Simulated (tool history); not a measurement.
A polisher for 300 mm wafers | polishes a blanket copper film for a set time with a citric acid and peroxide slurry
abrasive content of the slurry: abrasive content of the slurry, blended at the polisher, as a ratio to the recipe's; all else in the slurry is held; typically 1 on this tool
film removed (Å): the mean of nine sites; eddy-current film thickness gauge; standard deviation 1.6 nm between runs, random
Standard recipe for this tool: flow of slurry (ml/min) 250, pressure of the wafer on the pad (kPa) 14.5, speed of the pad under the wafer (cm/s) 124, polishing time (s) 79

run   hour  flow of slurry (ml/min)  pressure of the wafer on the pad (kPa)  speed of the pad under the wafer (cm/s)  abrasive content of the slurry  polishing time (s)  wafers since the last listed run  wafers polished on this pad  hours since the slurry nozzle was cleaned  hours since the head pressure was calibrated  hours since the slurry blender was calibrated  incoming thickness of the incoming film, nm  film removed (Å)
  1      0                      250                                    14.5                                      124                               1                  79                                 0                         1612                                      150.8                                         222.4                                          290.7                                          682              1229
  2   38.9                      250                                    14.5                                      124                               1                  79                               477                         2090                                      189.7                                         261.3                                          329.6                                        674.7              1215
      47.9  -- slurry blender recalibrated
      76.7  -- worn pad replaced by a new one
  3   93.6                      250                                    14.5                                      124                               1                  79                               598                          207                                      244.4                                           316                                           45.7                                        685.4              1339
  4  129.6                      250                                    14.5                                      124                               1                  79                               442                          649                                      280.4                                           352                                           81.7                                        685.5              1316
  5  192.9                      250                                    14.5                                      124                             0.8                  79                               777                         1427                                      343.7                                         415.3                                            145                                        674.8              1249
  6  229.1                      250                                    14.5                                      124                             0.8                  79                               444                         1871                                      379.9                                         451.5                                          181.2                                        686.5              1219
     274.6  -- worn pad replaced by a new one
     278.3  -- slurry nozzle cleaned
  7  281.5                      250                                    14.5                                      124                             0.8                  79                               582                           71                                        3.2                                         503.9                                          233.6                                        673.8              1192
     308.3  -- head pressure recalibrated
  8  320.3                      250                                    14.5                                      124                               1                  79                               452                          524                                         42                                            12                                          272.4                                        690.7              1275
  9  390.4                      250                                    14.5                                      124                               1                  79                               861                         1385                                      112.1                                          82.1                                          342.5                                          674              1215
     398.6  -- slurry blender recalibrated
 10  436.6                      250                                    14.5                                      124                               1                  79                               543                         1928                                      158.3                                         128.3                                             38                                        676.5              1350
       448  -- worn pad replaced by a new one
 11  469.2                      250                                    14.5                                      124                               1                  79                               351                          260                                      190.9                                         160.9                                           70.6                                        689.9              1327
 12  510.5                      250                                    14.5                                      142                             0.8                  58                               507                          767                                      232.2                                         202.2                                          111.9                                        690.4              1050
 13  593.9                      335                                    14.5                                      168                               1                  79                              1024                         1792                                      315.6                                         285.6                                          195.3                                          680              1757
 14  637.9                      250                                    14.5                                      124                             1.2                  93                               540                         2332                                      359.6                                         329.6                                          239.3                                        678.8              1562
     643.9  -- worn pad replaced by a new one
 15  685.1                      250                                    14.5                                      124                               1                  60                               530                          505                                      406.8                                         376.8                                          286.5                                        676.9               932
     713.8  -- slurry nozzle cleaned
 16  722.5                      300                                    14.5                                      124                            1.25                  79                               447                          953                                        8.7                                         414.2                                          323.9                                        675.5              1314
     775.3  -- slurry blender recalibrated
 17  775.8                      250                                    14.5                                      124                               1                  58                               630                         1583                                         62                                         467.5                                            0.5                                        667.8               974
     807.1  -- head pressure recalibrated
     841.7  -- worn pad replaced by a new one
 18  846.1                      250                                    14.5                                      124                             0.8                  79                               789                           54                                      132.3                                            39                                           70.8                                        685.2              1259
 19  874.4                      290                                    14.5                                      124                             0.8                  88                               347                          401                                      160.6                                          67.3                                           99.1                                        683.6              1388
 20  911.7                      250                                    14.5                                      150                            1.25                  90                               458                          860                                      197.9                                         104.6                                          136.4                                        679.7              1850

3 ways to go on from here, each from the tool as it stands after run 20. What would each give?
  A  912.1                      250                                    14.5                                      124                               1                  79                                 4                          864                                      198.3                                           105                                          136.8                                        677.8                 ?
  B  912.1                      250                                    12.4                                      166                               1                  79                                 4                          864                                      198.3                                           105                                          136.8                                        677.8                 ?
  C  912.1                      250                                    11.7                                      166                               1                  59                                 4                          864                                      198.3                                           105                                          136.8                                        677.8                 ?

run  film removed (Å)
  A              1316
  B              1504
  C              1063
Without the tool's unlogged condition, the same runs would have read:
run  film removed (Å)
  A              1335
  B              1527
  C              1078
